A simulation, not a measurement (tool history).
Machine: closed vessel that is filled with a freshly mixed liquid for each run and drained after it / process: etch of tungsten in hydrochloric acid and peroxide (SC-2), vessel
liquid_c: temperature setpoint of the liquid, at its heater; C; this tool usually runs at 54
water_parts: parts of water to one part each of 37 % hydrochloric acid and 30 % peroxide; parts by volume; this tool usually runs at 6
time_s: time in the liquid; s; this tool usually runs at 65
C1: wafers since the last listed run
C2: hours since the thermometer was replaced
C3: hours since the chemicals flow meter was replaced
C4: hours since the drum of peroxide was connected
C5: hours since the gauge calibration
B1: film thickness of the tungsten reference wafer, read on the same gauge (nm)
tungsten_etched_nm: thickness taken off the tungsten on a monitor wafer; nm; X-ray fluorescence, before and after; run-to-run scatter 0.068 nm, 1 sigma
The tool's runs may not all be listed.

{"run": 1, "hour": 0.0, "liquid_c": 54, "water_parts": 6, "time_s": 65, "C1": 0, "C2": 1788.5, "C3": 547.4, "C4": 467.2, "C5": 748.7, "B1": 30.03, "tungsten_etched_nm": 12.93}
{"run": 2, "hour": 58.1, "liquid_c": 54, "water_parts": 6, "time_s": 65, "C1": 4043, "C2": 1846.6, "C3": 605.5, "C4": 525.3, "C5": 806.8, "B1": 30.01, "tungsten_etched_nm": 12.88}
{"run": 3, "hour": 90.8, "liquid_c": 47.5, "water_parts": 6, "time_s": 65, "C1": 2275, "C2": 1879.3, "C3": 638.2, "C4": 558, "C5": 839.5, "B1": 29.96, "tungsten_etched_nm": 8.33}
{"hour": 95.5, "done": "gauge calibrated"}
{"run": 4, "hour": 147.5, "liquid_c": 47.5, "water_parts": 6, "time_s": 65, "C1": 3946, "C2": 1936, "C3": 694.9, "C4": 614.7, "C5": 52, "B1": 30, "tungsten_etched_nm": 8.32}
{"run": 5, "hour": 180.3, "liquid_c": 47.5, "water_parts": 6, "time_s": 65, "C1": 2282, "C2": 1968.8, "C3": 727.7, "C4": 647.5, "C5": 84.8, "B1": 30.01, "tungsten_etched_nm": 8.37}
{"hour": 356.0, "done": "chemicals flow meter replaced"}
{"run": 6, "hour": 363.1, "liquid_c": 54, "water_parts": 6, "time_s": 65, "C1": 12653, "C2": 2151.6, "C3": 7.1, "C4": 830.3, "C5": 267.6, "B1": 29.98, "tungsten_etched_nm": 12.55}
{"run": 7, "hour": 422.6, "liquid_c": 54, "water_parts": 6, "time_s": 65, "C1": 4141, "C2": 2211.1, "C3": 66.6, "C4": 889.8, "C5": 327.1, "B1": 30, "tungsten_etched_nm": 12.6}
{"run": 8, "hour": 488.2, "liquid_c": 54, "water_parts": 6, "time_s": 65, "C1": 4565, "C2": 2276.7, "C3": 132.2, "C4": 955.4, "C5": 392.7, "B1": 30.01, "tungsten_etched_nm": 12.47}
{"hour": 534.1, "done": "new drum of peroxide connected"}
{"run": 9, "hour": 551.5, "liquid_c": 54, "water_parts": 6, "time_s": 65, "C1": 4336, "C2": 2340, "C3": 195.5, "C4": 17.4, "C5": 456, "B1": 30.02, "tungsten_etched_nm": 13.3}
{"run": 10, "hour": 576.9, "liquid_c": 54, "water_parts": 6, "time_s": 65, "C1": 1767, "C2": 2365.4, "C3": 220.9, "C4": 42.8, "C5": 481.4, "B1": 29.98, "tungsten_etched_nm": 13.39}
{"hour": 599.1, "done": "thermometer replaced"}
{"run": 11, "hour": 622.7, "liquid_c": 54, "water_parts": 8, "time_s": 80, "C1": 3118, "C2": 23.6, "C3": 266.7, "C4": 88.6, "C5": 527.2, "B1": 29.96, "tungsten_etched_nm": 12.65}
{"run": 12, "hour": 690.8, "liquid_c": 46, "water_parts": 4.5, "time_s": 65, "C1": 4739, "C2": 91.7, "C3": 334.8, "C4": 156.7, "C5": 595.3, "B1": 29.99, "tungsten_etched_nm": 9.28}
{"run": 13, "hour": 756.2, "liquid_c": 54, "water_parts": 8, "time_s": 80, "C1": 4551, "C2": 157.1, "C3": 400.2, "C4": 222.1, "C5": 660.7, "B1": 30, "tungsten_etched_nm": 12.66}
{"run": 14, "hour": 787.0, "liquid_c": 54, "water_parts": 6, "time_s": 65, "C1": 2143, "C2": 187.9, "C3": 431, "C4": 252.9, "C5": 691.5, "B1": 30, "tungsten_etched_nm": 12.69}
{"run": 15, "hour": 824.5, "liquid_c": 54, "water_parts": 6, "time_s": 65, "C1": 2609, "C2": 225.4, "C3": 468.5, "C4": 290.4, "C5": 729, "B1": 30, "tungsten_etched_nm": 12.68}
{"run": 16, "hour": 851.5, "liquid_c": 54, "water_parts": 8, "time_s": 30, "C1": 1879, "C2": 252.4, "C3": 495.5, "C4": 317.4, "C5": 756, "B1": 29.99, "tungsten_etched_nm": 4.67}
{"run": 17, "hour": 919.9, "liquid_c": 54, "water_parts": 6, "time_s": 65, "C1": 4760, "C2": 320.8, "C3": 563.9, "C4": 385.8, "C5": 824.4, "B1": 30, "tungsten_etched_nm": 12.63}
{"run": 18, "hour": 972.9, "liquid_c": 57.5, "water_parts": 5, "time_s": 90, "C1": 3688, "C2": 373.8, "C3": 616.9, "C4": 438.8, "C5": 877.4, "B1": 30.01, "tungsten_etched_nm": 24.94}
{"run": 19, "hour": 997.8, "liquid_c": 45, "water_parts": 7.5, "time_s": 55, "C1": 1733, "C2": 398.7, "C3": 641.8, "C4": 463.7, "C5": 902.3, "B1": 29.96, "tungsten_etched_nm": 4.95}
{"run": 20, "hour": 1058.3, "liquid_c": 54, "water_parts": 6, "time_s": 100, "C1": 4210, "C2": 459.2, "C3": 702.3, "C4": 524.2, "C5": 962.8, "B1": 30.05, "tungsten_etched_nm": 19.41}
{"hour": 1104.7, "done": "gauge calibrated"}
{"run": 21, "hour": 1122.4, "liquid_c": 50.5, "water_parts": 6, "time_s": 105, "C1": 4461, "C2": 523.3, "C3": 766.4, "C4": 588.3, "C5": 17.7, "B1": 30.03, "tungsten_etched_nm": 16.14}
{"run": 22, "hour": 1184.7, "liquid_c": 54, "water_parts": 6, "time_s": 65, "C1": 4336, "C2": 585.6, "C3": 828.7, "C4": 650.6, "C5": 80, "B1": 30, "tungsten_etched_nm": 12.59}
{"run": 23, "hour": 1222.7, "liquid_c": 54, "water_parts": 4, "time_s": 40, "C1": 2644, "C2": 623.6, "C3": 866.7, "C4": 688.6, "C5": 118, "B1": 29.97, "tungsten_etched_nm": 10.28}
{"run": 24, "hour": 1260.8, "liquid_c": 63.5, "water_parts": 6, "time_s": 65, "C1": 2651, "C2": 661.7, "C3": 904.8, "C4": 726.7, "C5": 156.1, "B1": 30, "tungsten_etched_nm": 22.79}
{"run": 25, "hour": 1323.4, "liquid_c": 54, "water_parts": 4, "time_s": 65, "C1": 4356, "C2": 724.3, "C3": 967.4, "C4": 789.3, "C5": 218.7, "B1": 30, "tungsten_etched_nm": 16.65}
{"run": 26, "hour": 1365.7, "liquid_c": 57, "water_parts": 6, "time_s": 30, "C1": 2944, "C2": 766.6, "C3": 1009.7, "C4": 831.6, "C5": 261, "B1": 29.99, "tungsten_etched_nm": 6.96}
{"run": 27, "hour": 1412.5, "liquid_c": 51.5, "water_parts": 7, "time_s": 85, "C1": 3257, "C2": 813.4, "C3": 1056.5, "C4": 878.4, "C5": 307.8, "B1": 30.01, "tungsten_etched_nm": 12.24}
{"hour": 1418.6, "done": "chemicals flow meter replaced"}
{"hour": 1450.7, "done": "new drum of peroxide connected"}
{"run": 28, "hour": 1464.0, "liquid_c": 46.5, "water_parts": 6, "time_s": 65, "C1": 3445, "C2": 864.9, "C3": 45.4, "C4": 13.3, "C5": 359.3, "B1": 29.98, "tungsten_etched_nm": 8.03}
{"run": 29, "hour": 1526.1, "liquid_c": 54, "water_parts": 6, "time_s": 65, "C1": 4322, "C2": 927, "C3": 107.5, "C4": 75.4, "C5": 421.4, "B1": 30.01, "tungsten_etched_nm": 13.02}

State the hidden condition of the tool at each of the runs:
chemicals flow above the setpoint (%): 0, the same for each run
gauge reads high (%): 0, the same for each run
H1: liquid hotter than its thermometer reads (K)
H2: peroxide weaker than its label (%)
run=1 H1=0.411 H2=4.39
run=2 H1=0.424 H2=4.78
run=3 H1=0.432 H2=5
run=4 H1=0.444 H2=5.37
run=5 H1=0.452 H2=5.59
run=6 H1=0.492 H2=6.8
run=7 H1=0.505 H2=7.2
run=8 H1=0.52 H2=7.63
run=9 H1=0.534 H2=1.19
run=10 H1=0.54 H2=1.36
run=11 H1=0.0343 H2=1.67
run=12 H1=0.0494 H2=2.12
run=13 H1=0.0639 H2=2.55
run=14 H1=0.0708 H2=2.76
run=15 H1=0.0791 H2=3
run=16 H1=0.0851 H2=3.18
run=17 H1=0.1 H2=3.64
run=18 H1=0.112 H2=3.99
run=19 H1=0.118 H2=4.15
run=20 H1=0.131 H2=4.55
run=21 H1=0.145 H2=4.98
run=22 H1=0.159 H2=5.39
run=23 H1=0.168 H2=5.65
run=24 H1=0.176 H2=5.9
run=25 H1=0.19 H2=6.31
run=26 H1=0.199 H2=6.59
run=27 H1=0.21 H2=6.9
run=28 H1=0.221 H2=0.609
run=29 H1=0.235 H2=1.02

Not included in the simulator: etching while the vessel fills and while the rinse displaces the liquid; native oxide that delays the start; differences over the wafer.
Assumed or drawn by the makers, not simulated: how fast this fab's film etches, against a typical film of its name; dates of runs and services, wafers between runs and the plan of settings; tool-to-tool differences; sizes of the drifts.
